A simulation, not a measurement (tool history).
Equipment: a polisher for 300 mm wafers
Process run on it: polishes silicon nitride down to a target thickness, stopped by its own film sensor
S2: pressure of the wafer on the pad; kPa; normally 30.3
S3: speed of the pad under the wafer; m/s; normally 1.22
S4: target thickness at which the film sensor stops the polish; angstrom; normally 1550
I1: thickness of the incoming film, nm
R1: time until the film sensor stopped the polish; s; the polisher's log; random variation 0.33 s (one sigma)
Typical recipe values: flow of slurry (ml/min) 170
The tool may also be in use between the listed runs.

run 1 hour=0.0 | flow_of_slurry_(ml/min)=170 S2=30.3 S3=1.22 S4=1320 | I1=249.4 | R1=39.4
-- hour=63.7 slurry nozzle cleaned
run 2 hour=90.4 | flow_of_slurry_(ml/min)=170 S2=30.3 S3=1.30 S4=1550 | I1=247.7 | R1=29.4
run 3 hour=195.6 | flow_of_slurry_(ml/min)=170 S2=30.3 S3=1.30 S4=1550 | I1=249.4 | R1=30.3
run 4 hour=278.2 | flow_of_slurry_(ml/min)=170 S2=30.3 S3=1.22 S4=1550 | I1=252.2 | R1=33.1
run 5 hour=332.5 | flow_of_slurry_(ml/min)=170 S2=30.3 S3=1.22 S4=1550 | I1=252.9 | R1=33.9
-- hour=362.5 head pressure recalibrated
-- hour=377.8 worn pad replaced by a new one
run 6 hour=403.5 | flow_of_slurry_(ml/min)=170 S2=30.3 S3=1.00 S4=1550 | I1=252.0 | R1=36.9
run 7 hour=484.9 | flow_of_slurry_(ml/min)=170 S2=30.3 S3=1.00 S4=1550 | I1=253.0 | R1=38.4
-- hour=511.4 slurry nozzle cleaned
run 8 hour=528.5 | flow_of_slurry_(ml/min)=170 S2=30.3 S3=1.00 S4=1550 | I1=253.1 | R1=38.3
run 9 hour=591.1 | flow_of_slurry_(ml/min)=170 S2=30.3 S3=1.22 S4=1550 | I1=252.3 | R1=32.2
run 10 hour=673.7 | flow_of_slurry_(ml/min)=170 S2=30.3 S3=1.22 S4=1550 | I1=248.4 | R1=31.3
-- hour=804.7 worn pad replaced by a new one
-- hour=818.5 head pressure recalibrated
run 11 hour=850.9 | flow_of_slurry_(ml/min)=170 S2=30.3 S3=1.22 S4=1550 | I1=249.6 | R1=30.7
run 12 hour=938.9 | flow_of_slurry_(ml/min)=170 S2=30.3 S3=1.22 S4=1550 | I1=247.5 | R1=31.5
-- hour=985.5 slurry nozzle cleaned
run 13 hour=998.6 | flow_of_slurry_(ml/min)=170 S2=30.3 S3=1.22 S4=1550 | I1=250.3 | R1=32.7
run 14 hour=1065.2 | flow_of_slurry_(ml/min)=170 S2=30.3 S3=1.22 S4=1550 | I1=254.0 | R1=34.1
run 15 hour=1103.9 | flow_of_slurry_(ml/min)=170 S2=39.3 S3=0.90 S4=1550 | I1=249.9 | R1=32.1
run 16 hour=1142.0 | flow_of_slurry_(ml/min)=170 S2=30.3 S3=1.22 S4=1550 | I1=249.5 | R1=32.4
-- hour=1200.6 head pressure recalibrated
run 17 hour=1206.6 | flow_of_slurry_(ml/min)=200 S2=22.8 S3=1.44 S4=1550 | I1=247.9 | R1=36.6
-- hour=1234.5 worn pad replaced by a new one
run 18 hour=1295.5 | flow_of_slurry_(ml/min)=170 S2=30.3 S3=1.22 S4=1550 | I1=249.6 | R1=30.8
run 19 hour=1351.7 | flow_of_slurry_(ml/min)=210 S2=37.9 S3=1.22 S4=1770 | I1=246.5 | R1=17.8
-- hour=1390.0 slurry nozzle cleaned
run 20 hour=1435.0 | flow_of_slurry_(ml/min)=170 S2=30.3 S3=1.62 S4=1550 | I1=254.0 | R1=26.0
run 21 hour=1527.2 | flow_of_slurry_(ml/min)=170 S2=30.3 S3=1.22 S4=1550 | I1=249.1 | R1=32.3
run 22 hour=1601.4 | flow_of_slurry_(ml/min)=170 S2=30.3 S3=1.40 S4=1550 | I1=249.1 | R1=29.0
-- hour=1694.3 head pressure recalibrated
run 23 hour=1699.2 | flow_of_slurry_(ml/min)=205 S2=30.3 S3=1.22 S4=1550 | I1=246.8 | R1=31.4
-- hour=1723.5 worn pad replaced by a new one
run 24 hour=1744.0 | flow_of_slurry_(ml/min)=200 S2=39.3 S3=0.94 S4=1550 | I1=249.5 | R1=29.6
run 25 hour=1806.1 | flow_of_slurry_(ml/min)=110 S2=30.3 S3=1.22 S4=1550 | I1=250.3 | R1=33.6
run 26 hour=1876.4 | flow_of_slurry_(ml/min)=170 S2=30.3 S3=1.22 S4=1550 | I1=249.8 | R1=32.1
-- hour=1884.0 slurry nozzle cleaned
run 27 hour=1941.0 | flow_of_slurry_(ml/min)=185 S2=30.3 S3=1.22 S4=1750 | I1=245.5 | R1=23.6
run 28 hour=2137.7 | flow_of_slurry_(ml/min)=135 S2=30.3 S3=1.22 S4=1730 | I1=251.0 | R1=27.4
-- hour=2140.7 head pressure recalibrated
run 29 hour=2187.5 | flow_of_slurry_(ml/min)=205 S2=35.9 S3=0.86 S4=1550 | I1=249.9 | R1=36.7

Subtracting, for every run, the result it would have given without the tool's unlogged condition from the measured result gives the following. The same run-to-run variation enters both numbers; the gauge's scatter may not:
Hidden state at play: removal rate lost through wear of the pad, %; slurry flow missing at the pad, %; deviation of the head's pressure from its setpoint, %.
run=1 R1=+0.3
run=2 R1=+0.6
run=3 R1=+1.0
run=4 R1=+1.4
run=5 R1=+1.6
run=6 R1=+0.2
run=7 R1=+0.6
run=8 R1=+0.8
run=9 R1=+0.9
run=10 R1=+1.2
run=11 R1=+0.4
run=12 R1=+0.8
run=13 R1=+1.0
run=14 R1=+1.4
run=15 R1=+1.4
run=16 R1=+1.6
run=17 R1=+2.1
run=18 R1=+0.3
run=19 R1=+0.4
run=20 R1=+0.7
run=21 R1=+1.4
run=22 R1=+1.4
run=23 R1=+2.0
run=24 R1=+0.2
run=25 R1=+0.5
run=26 R1=+0.8
run=27 R1=+0.7
run=28 R1=+1.6
run=29 R1=+2.3
